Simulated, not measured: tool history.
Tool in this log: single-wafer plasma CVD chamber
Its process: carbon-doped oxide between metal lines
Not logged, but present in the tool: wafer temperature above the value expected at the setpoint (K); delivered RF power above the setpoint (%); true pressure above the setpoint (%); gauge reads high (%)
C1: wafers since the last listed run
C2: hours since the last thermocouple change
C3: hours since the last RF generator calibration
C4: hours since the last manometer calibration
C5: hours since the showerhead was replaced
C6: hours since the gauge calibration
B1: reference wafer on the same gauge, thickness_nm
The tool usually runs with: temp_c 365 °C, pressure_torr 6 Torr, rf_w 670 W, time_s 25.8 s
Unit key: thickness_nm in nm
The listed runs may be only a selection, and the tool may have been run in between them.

{"run": 1, "hour": 0.0, "temp_c": 365, "pressure_torr": 6, "rf_w": 715, "time_s": 25.8, "C1": 0, "C2": 1087.3, "C3": 1441.6, "C4": 2093.4, "C5": 8274.7, "C6": 394.4, "B1": 126.007, "thickness_nm": 149.245}
{"hour": 22.4, "done": "thermocouple changed; heater temperature recalibrated"}
{"hour": 22.6, "done": "capacitance manometer re-zeroed and calibrated"}
{"run": 2, "hour": 45.1, "temp_c": 365, "pressure_torr": 6, "rf_w": 715, "time_s": 25.8, "C1": 950, "C2": 22.7, "C3": 1486.7, "C4": 22.5, "C5": 8319.8, "C6": 439.5, "B1": 125.935, "thickness_nm": 147.126}
{"hour": 48.9, "done": "gauge calibrated"}
{"run": 3, "hour": 54.7, "temp_c": 365, "pressure_torr": 7.12, "rf_w": 670, "time_s": 25.8, "C1": 247, "C2": 32.3, "C3": 1496.3, "C4": 32.1, "C5": 8329.4, "C6": 5.8, "B1": 126.143, "thickness_nm": 141.75}
{"hour": 67.4, "done": "showerhead replaced"}
{"run": 4, "hour": 70.6, "temp_c": 365, "pressure_torr": 7.12, "rf_w": 670, "time_s": 25.8, "C1": 203, "C2": 48.2, "C3": 1512.2, "C4": 48, "C5": 3.2, "C6": 21.7, "B1": 126.102, "thickness_nm": 141.396}
{"run": 5, "hour": 87.8, "temp_c": 379, "pressure_torr": 6, "rf_w": 795, "time_s": 29.1, "C1": 444, "C2": 65.4, "C3": 1529.4, "C4": 65.2, "C5": 20.4, "C6": 38.9, "B1": 126.168, "thickness_nm": 174.13}
{"run": 6, "hour": 96.0, "temp_c": 353, "pressure_torr": 6.69, "rf_w": 765, "time_s": 29, "C1": 211, "C2": 73.6, "C3": 1537.6, "C4": 73.4, "C5": 28.6, "C6": 47.1, "B1": 126.052, "thickness_nm": 181.685}
{"run": 7, "hour": 109.0, "temp_c": 379, "pressure_torr": 6, "rf_w": 720, "time_s": 25.8, "C1": 335, "C2": 86.6, "C3": 1550.6, "C4": 86.4, "C5": 41.6, "C6": 60.1, "B1": 126.016, "thickness_nm": 142.809}
{"run": 8, "hour": 122.3, "temp_c": 365, "pressure_torr": 6.81, "rf_w": 670, "time_s": 25.8, "C1": 343, "C2": 99.9, "C3": 1563.9, "C4": 99.7, "C5": 54.9, "C6": 73.4, "B1": 126.013, "thickness_nm": 141.579}
{"run": 9, "hour": 133.1, "temp_c": 372, "pressure_torr": 6, "rf_w": 555, "time_s": 29.1, "C1": 278, "C2": 110.7, "C3": 1574.7, "C4": 110.5, "C5": 65.7, "C6": 84.2, "B1": 126.045, "thickness_nm": 131.485}
{"run": 10, "hour": 150.7, "temp_c": 379, "pressure_torr": 6, "rf_w": 795, "time_s": 29.1, "C1": 454, "C2": 128.3, "C3": 1592.3, "C4": 128.1, "C5": 83.3, "C6": 101.8, "B1": 126.074, "thickness_nm": 173.972}
{"hour": 164.4, "done": "RF generator calibrated"}
{"run": 11, "hour": 164.9, "temp_c": 379, "pressure_torr": 6, "rf_w": 795, "time_s": 29.1, "C1": 160, "C2": 142.5, "C3": 0.5, "C4": 142.3, "C5": 97.5, "C6": 116, "B1": 126.061, "thickness_nm": 173.875}
{"run": 12, "hour": 170.3, "temp_c": 365, "pressure_torr": 6, "rf_w": 770, "time_s": 25.8, "C1": 139, "C2": 147.9, "C3": 5.9, "C4": 147.7, "C5": 102.9, "C6": 121.4, "B1": 125.933, "thickness_nm": 156.227}
{"run": 13, "hour": 188.2, "temp_c": 375, "pressure_torr": 6, "rf_w": 670, "time_s": 25.8, "C1": 462, "C2": 165.8, "C3": 23.8, "C4": 165.6, "C5": 120.8, "C6": 139.3, "B1": 125.988, "thickness_nm": 136.114}
{"run": 14, "hour": 194.3, "temp_c": 359, "pressure_torr": 5.22, "rf_w": 705, "time_s": 25.8, "C1": 157, "C2": 171.9, "C3": 29.9, "C4": 171.7, "C5": 126.9, "C6": 145.4, "B1": 126.131, "thickness_nm": 144.903}
{"run": 15, "hour": 212.0, "temp_c": 365, "pressure_torr": 7.16, "rf_w": 570, "time_s": 25.8, "C1": 456, "C2": 189.6, "C3": 47.6, "C4": 189.4, "C5": 144.6, "C6": 163.1, "B1": 126.028, "thickness_nm": 123.676}
{"run": 16, "hour": 224.6, "temp_c": 365, "pressure_torr": 6, "rf_w": 670, "time_s": 25.8, "C1": 325, "C2": 202.2, "C3": 60.2, "C4": 202, "C5": 157.2, "C6": 175.7, "B1": 125.909, "thickness_nm": 139.898}
{"run": 17, "hour": 232.3, "temp_c": 365, "pressure_torr": 6, "rf_w": 565, "time_s": 25.8, "C1": 198, "C2": 209.9, "C3": 67.9, "C4": 209.7, "C5": 164.9, "C6": 183.4, "B1": 126.002, "thickness_nm": 120.837}
{"run": 18, "hour": 244.5, "temp_c": 378, "pressure_torr": 6, "rf_w": 670, "time_s": 25.8, "C1": 314, "C2": 222.1, "C3": 80.1, "C4": 221.9, "C5": 177.1, "C6": 195.6, "B1": 126.004, "thickness_nm": 135.504}
{"run": 19, "hour": 250.6, "temp_c": 365, "pressure_torr": 6, "rf_w": 595, "time_s": 21.6, "C1": 157, "C2": 228.2, "C3": 86.2, "C4": 228, "C5": 183.2, "C6": 201.7, "B1": 125.988, "thickness_nm": 106.198}
{"run": 20, "hour": 259.0, "temp_c": 359, "pressure_torr": 6, "rf_w": 670, "time_s": 25.8, "C1": 216, "C2": 236.6, "C3": 94.6, "C4": 236.4, "C5": 191.6, "C6": 210.1, "B1": 125.988, "thickness_nm": 141.734}
{"run": 21, "hour": 266.6, "temp_c": 352, "pressure_torr": 6, "rf_w": 670, "time_s": 25.8, "C1": 196, "C2": 244.2, "C3": 102.2, "C4": 244, "C5": 199.2, "C6": 217.7, "B1": 126.067, "thickness_nm": 144.587}
{"run": 22, "hour": 274.1, "temp_c": 373, "pressure_torr": 6.99, "rf_w": 635, "time_s": 29.5, "C1": 193, "C2": 251.7, "C3": 109.7, "C4": 251.5, "C5": 206.7, "C6": 225.2, "B1": 126.04, "thickness_nm": 151.17}
{"run": 23, "hour": 287.2, "temp_c": 365, "pressure_torr": 6, "rf_w": 585, "time_s": 25.8, "C1": 338, "C2": 264.8, "C3": 122.8, "C4": 264.6, "C5": 219.8, "C6": 238.3, "B1": 125.957, "thickness_nm": 124.986}
{"run": 24, "hour": 293.3, "temp_c": 365, "pressure_torr": 6, "rf_w": 765, "time_s": 22.2, "C1": 157, "C2": 270.9, "C3": 128.9, "C4": 270.7, "C5": 225.9, "C6": 244.4, "B1": 126.02, "thickness_nm": 134.862}
{"run": 25, "hour": 305.9, "temp_c": 365, "pressure_torr": 7.16, "rf_w": 570, "time_s": 25.8, "C1": 325, "C2": 283.5, "C3": 141.5, "C4": 283.3, "C5": 238.5, "C6": 257, "B1": 125.982, "thickness_nm": 123.907}
{"run": 26, "hour": 320.7, "temp_c": 365, "pressure_torr": 6, "rf_w": 670, "time_s": 30.5, "C1": 382, "C2": 298.3, "C3": 156.3, "C4": 298.1, "C5": 253.3, "C6": 271.8, "B1": 125.997, "thickness_nm": 164.709}
{"run": 27, "hour": 333.5, "temp_c": 350, "pressure_torr": 5.15, "rf_w": 670, "time_s": 25.8, "C1": 330, "C2": 311.1, "C3": 169.1, "C4": 310.9, "C5": 266.1, "C6": 284.6, "B1": 126.026, "thickness_nm": 143.726}
{"run": 28, "hour": 341.5, "temp_c": 365, "pressure_torr": 7.02, "rf_w": 670, "time_s": 23.3, "C1": 206, "C2": 319.1, "C3": 177.1, "C4": 318.9, "C5": 274.1, "C6": 292.6, "B1": 125.955, "thickness_nm": 128.411}
{"run": 29, "hour": 349.1, "temp_c": 365, "pressure_torr": 6, "rf_w": 670, "time_s": 25.8, "C1": 196, "C2": 326.7, "C3": 184.7, "C4": 326.5, "C5": 281.7, "C6": 300.2, "B1": 126.02, "thickness_nm": 139.895}

3 ways to go on from here, each from the tool as it stands after run 29. What would each give?
{"run": "A", "hour": 349.5, "temp_c": 365, "pressure_torr": 6, "rf_w": 670, "time_s": 25.8, "C1": 10, "C2": 327.1, "C3": 185.1, "C4": 326.9, "C5": 282.1, "C6": 300.6, "B1": "?", "thickness_nm": "?"}
{"run": "B", "hour": 349.5, "temp_c": 365, "pressure_torr": 6.78, "rf_w": 560, "time_s": 25.8, "C1": 10, "C2": 327.1, "C3": 185.1, "C4": 326.9, "C5": 282.1, "C6": 300.6, "B1": "?", "thickness_nm": "?"}
{"run": "C", "hour": 349.5, "temp_c": 365, "pressure_torr": 6, "rf_w": 740, "time_s": 29.6, "C1": 10, "C2": 327.1, "C3": 185.1, "C4": 326.9, "C5": 282.1, "C6": 300.6, "B1": "?", "thickness_nm": "?"}

run=A B1=126.053 thickness_nm=140.082
run=B B1=126.053 thickness_nm=121.478
run=C B1=126.053 thickness_nm=173.565
With the hidden condition removed and each run's random variation left untouched, the same runs would have given:
run=A thickness_nm=139.175
run=B thickness_nm=120.691
run=C thickness_nm=172.441
